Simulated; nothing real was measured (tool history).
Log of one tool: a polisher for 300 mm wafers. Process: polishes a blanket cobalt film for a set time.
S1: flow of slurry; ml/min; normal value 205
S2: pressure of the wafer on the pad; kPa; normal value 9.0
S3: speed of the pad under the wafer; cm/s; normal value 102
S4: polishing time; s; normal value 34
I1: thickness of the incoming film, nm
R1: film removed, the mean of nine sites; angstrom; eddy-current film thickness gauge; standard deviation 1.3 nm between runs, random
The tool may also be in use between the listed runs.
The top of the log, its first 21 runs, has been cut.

{"run": 22, "hour": 290.1, "S1": 265, "S2": 9.0, "S3": 130, "S4": 34, "I1": 1265.3, "R1": 1786}
{"run": 23, "hour": 302.0, "S1": 270, "S2": 11.0, "S3": 102, "S4": 34, "I1": 1260.8, "R1": 1715}
{"run": 24, "hour": 319.2, "S1": 205, "S2": 9.0, "S3": 102, "S4": 34, "I1": 1267.6, "R1": 1312}
{"hour": 323.4, "done": "worn pad replaced by a new one"}
{"hour": 327.2, "done": "head pressure recalibrated"}
{"run": 25, "hour": 327.7, "S1": 205, "S2": 9.0, "S3": 102, "S4": 34, "I1": 1255.4, "R1": 1331}
{"run": 26, "hour": 344.1, "S1": 205, "S2": 9.0, "S3": 102, "S4": 34, "I1": 1252.5, "R1": 1329}
{"run": 27, "hour": 350.2, "S1": 170, "S2": 9.0, "S3": 84, "S4": 44, "I1": 1256.8, "R1": 1352}
{"run": 28, "hour": 360.5, "S1": 205, "S2": 9.0, "S3": 102, "S4": 44, "I1": 1259.2, "R1": 1697}
{"run": 29, "hour": 370.0, "S1": 205, "S2": 9.0, "S3": 102, "S4": 34, "I1": 1246.9, "R1": 1312}
{"run": 30, "hour": 388.2, "S1": 205, "S2": 9.0, "S3": 90, "S4": 43, "I1": 1255.0, "R1": 1446}
{"run": 31, "hour": 396.0, "S1": 155, "S2": 9.0, "S3": 102, "S4": 34, "I1": 1258.1, "R1": 1237}
{"run": 32, "hour": 413.2, "S1": 185, "S2": 11.7, "S3": 122, "S4": 24, "I1": 1243.8, "R1": 1413}
{"run": 33, "hour": 427.5, "S1": 205, "S2": 9.0, "S3": 102, "S4": 34, "I1": 1245.8, "R1": 1281}
{"hour": 432.6, "done": "worn pad replaced by a new one"}
{"run": 34, "hour": 433.7, "S1": 205, "S2": 9.0, "S3": 102, "S4": 34, "I1": 1252.4, "R1": 1300}
{"run": 35, "hour": 441.6, "S1": 205, "S2": 9.0, "S3": 102, "S4": 34, "I1": 1250.9, "R1": 1315}
{"run": 36, "hour": 447.7, "S1": 240, "S2": 9.0, "S3": 76, "S4": 34, "I1": 1282.0, "R1": 992}
{"run": 37, "hour": 465.5, "S1": 225, "S2": 7.6, "S3": 70, "S4": 34, "I1": 1270.8, "R1": 756}
{"run": 38, "hour": 473.2, "S1": 260, "S2": 9.0, "S3": 102, "S4": 37, "I1": 1282.4, "R1": 1441}

Below are 3 alternative next runs, each starting from the tool's condition after run 38. Predict each:
{"run": "A", "hour": 473.6, "S1": 205, "S2": 9.0, "S3": 102, "S4": 34, "I1": 1243.8, "R1": "?"}
{"run": "B", "hour": 473.6, "S1": 265, "S2": 9.0, "S3": 102, "S4": 34, "I1": 1243.8, "R1": "?"}
{"run": "C", "hour": 473.6, "S1": 135, "S2": 9.0, "S3": 82, "S4": 34, "I1": 1243.8, "R1": "?"}

run=A R1=1317
run=B R1=1378
run=C R1=950
Take away the tool's hidden state, keep each run's random variation, and the runs would have read:
run=A R1=1397
run=B R1=1442
run=C R1=1041
